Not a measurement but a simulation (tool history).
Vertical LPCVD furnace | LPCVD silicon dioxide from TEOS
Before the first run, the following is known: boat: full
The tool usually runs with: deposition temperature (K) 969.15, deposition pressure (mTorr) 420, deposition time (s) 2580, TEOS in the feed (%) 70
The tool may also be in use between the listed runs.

run,day,deposition temperature (K),deposition pressure (mTorr),deposition time (s),TEOS in the feed (%),"read-back reference wafer on the same gauge, thickness",film thickness on the monitor wafer in the middle of the boat (nm)
1,0.000,969.15,420,2580,70,277.41,312.18
2,1.483,969.15,420,2580,70,277.43,315.65
3,2.333,969.15,420,2580,70,278.26,315.62
4,3.804,969.15,420,2580,70,277.95,312.55
5,4.333,969.15,420,2580,70,278.62,312.38
6,5.179,969.15,420,2580,70,278.87,316.07
# day 7.008: thermocouples replaced and temperature profile calibrated
7,7.029,969.15,420,2580,70,279.26,314.79
# day 8.546: TEOS flow controller replaced
8,8.567,969.15,420,2580,70,280.16,318.07
9,8.792,969.15,420,2580,70,279.88,317.09
# day 9.667: gauge calibrated
# day 10.308: pressure gauge zeroed
10,10.329,969.15,420,2580,70,274.40,308.85
11,10.650,965.15,505,1950,70,274.65,233.37
12,12.117,969.15,420,2580,62,274.94,293.18
13,13.129,978.15,340,1620,81,275.50,232.00
14,14.292,969.15,420,2580,70,276.13,312.09
15,15.492,969.15,475,2580,70,275.80,332.15
16,16.612,969.15,420,2580,70,276.52,313.76
17,17.479,969.15,420,2580,70,276.98,314.56
18,18.950,969.15,420,2580,70,276.56,314.05
19,20.408,963.15,420,2100,70,276.67,222.08
20,21.833,962.15,495,2580,57,277.50,260.90

Each row is a separate what-if for the run after 20, all from the same tool condition, not one after another. Results?
A,22.054,969.15,420,2580,70,?,?
B,22.054,959.15,380,2160,70,?,?
C,22.054,969.15,420,3300,75,?,?

run,"read-back reference wafer on the same gauge, thickness",film thickness on the monitor wafer in the middle of the boat (nm)
A,277.52,314.54
B,277.52,197.63
C,277.52,416.44
With no hidden state in the tool, these same runs would have given:
run,film thickness on the monitor wafer in the middle of the boat (nm)
A,311.69
B,195.84
C,412.67
